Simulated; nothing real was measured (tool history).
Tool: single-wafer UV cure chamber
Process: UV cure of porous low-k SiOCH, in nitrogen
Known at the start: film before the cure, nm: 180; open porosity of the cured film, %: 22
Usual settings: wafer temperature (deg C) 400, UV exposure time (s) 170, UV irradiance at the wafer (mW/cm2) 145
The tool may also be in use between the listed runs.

run   hour  wafer temperature (deg C)  UV exposure time (s)  UV irradiance at the wafer (mW/cm2)  wafers since the last listed run  hours since the UV bulbs were replaced  wafers since the quartz window was cleaned  loss of film thickness in the cure (%)
  1    0.0                        394                   170                                  172                                 0                                  2292.0                                        4710                                  15.003
  2    8.0                        400                   170                                  145                                35                                  2300.0                                        4746                                  14.236
  3   14.1                        400                   170                                  145                                27                                  2306.1                                        4773                                  14.433
  4   20.1                        400                   170                                  145                                26                                  2312.1                                        4800                                  14.271
  5   33.3                        400                   170                                  145                                59                                  2325.3                                        4859                                  14.153
  6   51.1                        400                   170                                  145                                80                                  2343.1                                        4939                                  14.185
      61.0  -- quartz window cleaned
      67.3  -- UV bulbs replaced
  7   68.6                        400                   170                                  145                                14                                     1.3                                           5                                  14.275
  8   77.0                        386                   265                                  182                                37                                     9.7                                          43                                  17.416
  9   89.5                        413                   170                                  122                                56                                    22.2                                          99                                  13.801
 10   96.0                        400                   170                                  145                                29                                    28.7                                         128                                  14.332
 11  103.3                        415                    95                                  113                                32                                    36.0                                         161                                  10.367
 12  111.0                        394                   100                                  145                                34                                    43.7                                         196                                  11.514
 13  128.2                        400                   170                                  145                                77                                    60.9                                         273                                  14.351
 14  139.9                        391                   210                                  184                                52                                    72.6                                         326                                  16.531

Forecast each of these 5 alternatives for the next run:
  A  140.4                        400                   170                                  177                                 2                                    73.1                                         328                                       ?
  B  140.4                        387                   240                                  121                                 2                                    73.1                                         328                                       ?
  C  140.4                        400                   170                                  129                                 2                                    73.1                                         328                                       ?
  D  140.4                        388                   170                                  145                                 2                                    73.1                                         328                                       ?
  E  140.4                        390                   235                                  119                                 2                                    73.1                                         328                                       ?

run  loss of film thickness in the cure (%)
  A                                  15.379
  B                                  14.924
  C                                  13.729
  D                                  14.090
  E                                  14.788
Without the tool's hidden state the same runs would have given:
run  loss of film thickness in the cure (%)
  A                                  15.379
  B                                  14.924
  C                                  13.729
  D                                  14.090
  E                                  14.788
